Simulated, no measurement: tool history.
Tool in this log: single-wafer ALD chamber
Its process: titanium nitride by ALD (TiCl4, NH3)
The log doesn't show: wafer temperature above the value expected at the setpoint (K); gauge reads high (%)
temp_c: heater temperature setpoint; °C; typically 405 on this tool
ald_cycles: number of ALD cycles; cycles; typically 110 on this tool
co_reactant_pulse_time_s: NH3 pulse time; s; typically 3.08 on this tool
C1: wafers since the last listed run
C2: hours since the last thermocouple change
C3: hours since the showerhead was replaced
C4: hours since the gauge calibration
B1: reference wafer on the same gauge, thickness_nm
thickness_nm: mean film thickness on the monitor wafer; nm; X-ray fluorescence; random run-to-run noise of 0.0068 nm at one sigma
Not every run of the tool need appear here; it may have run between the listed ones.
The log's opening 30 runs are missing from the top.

run 31 hour=403.2 | temp_c=393 ald_cycles=95 co_reactant_pulse_time_s=3.42 | C1=11 C2=174.3 C3=165.5 C4=52.3 | B1=3.223 | thickness_nm=2.324
run 32 hour=418.5 | temp_c=400 ald_cycles=117 co_reactant_pulse_time_s=3.51 | C1=19 C2=189.6 C3=180.8 C4=67.6 | B1=3.218 | thickness_nm=2.892
run 33 hour=426.3 | temp_c=405 ald_cycles=110 co_reactant_pulse_time_s=4.28 | C1=9 C2=197.4 C3=188.6 C4=75.4 | B1=3.214 | thickness_nm=2.728
run 34 hour=435.0 | temp_c=405 ald_cycles=110 co_reactant_pulse_time_s=3.08 | C1=11 C2=206.1 C3=197.3 C4=84.1 | B1=3.216 | thickness_nm=2.705
run 35 hour=447.7 | temp_c=405 ald_cycles=110 co_reactant_pulse_time_s=4.27 | C1=16 C2=218.8 C3=210.0 C4=96.8 | B1=3.212 | thickness_nm=2.721
run 36 hour=454.1 | temp_c=405 ald_cycles=110 co_reactant_pulse_time_s=3.08 | C1=8 C2=225.2 C3=216.4 C4=103.2 | B1=3.211 | thickness_nm=2.710
run 37 hour=471.7 | temp_c=405 ald_cycles=101 co_reactant_pulse_time_s=3.82 | C1=22 C2=242.8 C3=234.0 C4=120.8 | B1=3.207 | thickness_nm=2.504
run 38 hour=483.2 | temp_c=401 ald_cycles=110 co_reactant_pulse_time_s=1.98 | C1=14 C2=254.3 C3=245.5 C4=132.3 | B1=3.202 | thickness_nm=2.640
run 39 hour=493.0 | temp_c=401 ald_cycles=103 co_reactant_pulse_time_s=3.08 | C1=12 C2=264.1 C3=255.3 C4=142.1 | B1=3.203 | thickness_nm=2.522

Alternative continuations, all from the tool just after run 39; predict every row:
run A hour=493.7 | temp_c=405 ald_cycles=110 co_reactant_pulse_time_s=3.08 | C1=0 C2=264.8 C3=256.0 C4=142.8 | B1=? | thickness_nm=?
run B hour=493.7 | temp_c=412 ald_cycles=96 co_reactant_pulse_time_s=2.13 | C1=0 C2=264.8 C3=256.0 C4=142.8 | B1=? | thickness_nm=?
run C hour=493.7 | temp_c=411 ald_cycles=110 co_reactant_pulse_time_s=1.88 | C1=0 C2=264.8 C3=256.0 C4=142.8 | B1=? | thickness_nm=?
run D hour=493.7 | temp_c=415 ald_cycles=100 co_reactant_pulse_time_s=4.05 | C1=0 C2=264.8 C3=256.0 C4=142.8 | B1=? | thickness_nm=?
run E hour=493.7 | temp_c=405 ald_cycles=110 co_reactant_pulse_time_s=4.21 | C1=0 C2=264.8 C3=256.0 C4=142.8 | B1=? | thickness_nm=?

run=A B1=3.205 thickness_nm=2.702
run=B B1=3.205 thickness_nm=2.332
run=C B1=3.205 thickness_nm=2.657
run=D B1=3.205 thickness_nm=2.478
run=E B1=3.205 thickness_nm=2.728
The same runs, with their run-to-run variation unchanged, on a tool lacking any hidden condition would have given:
run=A thickness_nm=2.733
run=B thickness_nm=2.359
run=C thickness_nm=2.687
run=D thickness_nm=2.506
run=E thickness_nm=2.759
